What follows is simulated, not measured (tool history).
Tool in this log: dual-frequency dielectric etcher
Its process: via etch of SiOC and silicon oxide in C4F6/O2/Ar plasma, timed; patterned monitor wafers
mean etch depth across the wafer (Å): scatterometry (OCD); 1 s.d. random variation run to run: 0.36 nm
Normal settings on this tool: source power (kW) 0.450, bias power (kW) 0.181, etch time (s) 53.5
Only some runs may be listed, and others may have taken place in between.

run   hour  source power (kW)  bias power (kW)  etch time (s)  wafers since the last listed run  hours since the last wet clean  hours since the last source power generator calibration  hours since the last bias power generator calibration  hours since the last upper electrode change  hours since the gauge calibration  read-back reference wafer on the same gauge, depth_nm  mean etch depth across the wafer (Å)
  1    0.0              0.490            0.181           53.5                                 0                           137.0                                                   3348.6                                                 1168.8                                       2490.7                               82.5                                                   51.4                                   591
  2   33.3              0.490            0.181           53.5                               541                           170.3                                                   3381.9                                                 1202.1                                       2524.0                              115.8                                                   51.6                                   588
  3   58.6              0.450            0.181           53.5                               411                           195.6                                                   3407.2                                                 1227.4                                       2549.3                              141.1                                                   51.6                                   567
  4   81.0              0.450            0.181           53.5                               364                           218.0                                                   3429.6                                                 1249.8                                       2571.7                              163.5                                                   51.6                                   564
  5  110.8              0.450            0.181           53.5                               484                           247.8                                                   3459.4                                                 1279.6                                       2601.5                              193.3                                                   51.5                                   555
  6  131.2              0.450            0.181           53.5                               331                           268.2                                                   3479.8                                                 1300.0                                       2621.9                              213.7                                                   51.6                                   552
  7  165.3              0.450            0.181           53.5                               554                           302.3                                                   3513.9                                                 1334.1                                       2656.0                              247.8                                                   51.7                                   558
  8  200.2              0.450            0.181           53.5                               567                           337.2                                                   3548.8                                                 1369.0                                       2690.9                              282.7                                                   51.5                                   551
  9  216.7              0.450            0.181           53.5                               268                           353.7                                                   3565.3                                                 1385.5                                       2707.4                              299.2                                                   51.6                                   557
 10  229.1              0.450            0.181           53.5                               201                           366.1                                                   3577.7                                                 1397.9                                       2719.8                              311.6                                                   51.7                                   551
 11  241.4              0.480            0.181           53.5                               199                           378.4                                                   3590.0                                                 1410.2                                       2732.1                              323.9                                                   51.6                                   572
     319.7  -- upper electrode replaced
     329.7  -- wet clean of the chamber
 12  330.2              0.480            0.181           53.5                               891                             0.5                                                   3678.8                                                 1499.0                                         10.5                              412.7                                                   51.6                                   587
 13  330.5              0.450            0.181           53.5                                 4                             0.8                                                   3679.1                                                 1499.3                                         10.8                              413.0                                                   51.7                                   568
 14  338.8              0.450            0.181           53.5                               134                             9.1                                                   3687.4                                                 1507.6                                         19.1                              421.3                                                   51.7                                   575
 15  353.7              0.450            0.223           53.5                               242                            24.0                                                   3702.3                                                 1522.5                                         34.0                              436.2                                                   51.6                                   614
 16  366.9              0.450            0.181           53.5                               214                            37.2                                                   3715.5                                                 1535.7                                         47.2                              449.4                                                   51.6                                   571
 17  400.3              0.510            0.157           53.5                               543                            70.6                                                   3748.9                                                 1569.1                                         80.6                              482.8                                                   51.6                                   571
     409.2  -- source power generator calibrated
 18  432.6              0.450            0.181           53.5                               460                           102.9                                                     23.4                                                 1601.4                                        112.9                              515.1                                                   51.6                                   560
 19  453.5              0.510            0.153           38.5                               339                           123.8                                                     44.3                                                 1622.3                                        133.8                              536.0                                                   51.6                                   408
     462.1  -- gauge calibrated
 20  480.0              0.510            0.198           63.5                               430                           150.3                                                     70.8                                                 1648.8                                        160.3                               17.9                                                   51.5                                   727
 21  501.7              0.380            0.216           39.0                               352                           172.0                                                     92.5                                                 1670.5                                        182.0                               39.6                                                   51.6                                   394
 22  530.6              0.450            0.140           45.0                               469                           200.9                                                    121.4                                                 1699.4                                        210.9                               68.5                                                   51.5                                   437
     567.5  -- bias power generator calibrated
 23  585.2              0.410            0.181           42.0                               822                           255.5                                                    176.0                                                   17.7                                        265.5                              123.1                                                   51.6                                   417
 24  659.9              0.390            0.142           60.5                              1214                           330.2                                                    250.7                                                   92.4                                        340.2                              197.8                                                   51.5                                   539
 25  672.3              0.450            0.181           53.5                               201                           342.6                                                    263.1                                                  104.8                                        352.6                              210.2                                                   51.6                                   556
 26  690.9              0.380            0.216           39.0                               302                           361.2                                                    281.7                                                  123.4                                        371.2                              228.8                                                   51.7                                   387
 27  719.8              0.450            0.181           53.5                               469                           390.1                                                    310.6                                                  152.3                                        400.1                              257.7                                                   51.7                                   548
 28  741.2              0.450            0.181           53.5                               347                           411.5                                                    332.0                                                  173.7                                        421.5                              279.1                                                   51.5                                   541
 29  773.5              0.510            0.181           53.5                               525                           443.8                                                    364.3                                                  206.0                                        453.8                              311.4                                                   51.5                                   575

Consider 4 possible next runs. They are alternatives, not a sequence: every one starts from the tool as it was left by run 29. What does each give?
  A  773.9              0.450            0.181           53.5                                 6                           444.2                                                    364.7                                                  206.4                                        454.2                              311.8                                                      ?                                     ?
  B  773.9              0.490            0.142           62.0                                 6                           444.2                                                    364.7                                                  206.4                                        454.2                              311.8                                                      ?                                     ?
  C  773.9              0.550            0.212           47.5                                 6                           444.2                                                    364.7                                                  206.4                                        454.2                              311.8                                                      ?                                     ?
  D  773.9              0.530            0.201           46.5                                 6                           444.2                                                    364.7                                                  206.4                                        454.2                              311.8                                                      ?                                     ?

run  read-back reference wafer on the same gauge, depth_nm  mean etch depth across the wafer (Å)
  A                                                   51.6                                   543
  B                                                   51.6                                   610
  C                                                   51.6                                   555
  D                                                   51.6                                   526
With the hidden condition removed and each run's random variation left untouched, the same runs would have given:
run  mean etch depth across the wafer (Å)
  A                                   573
  B                                   644
  C                                   586
  D                                   555

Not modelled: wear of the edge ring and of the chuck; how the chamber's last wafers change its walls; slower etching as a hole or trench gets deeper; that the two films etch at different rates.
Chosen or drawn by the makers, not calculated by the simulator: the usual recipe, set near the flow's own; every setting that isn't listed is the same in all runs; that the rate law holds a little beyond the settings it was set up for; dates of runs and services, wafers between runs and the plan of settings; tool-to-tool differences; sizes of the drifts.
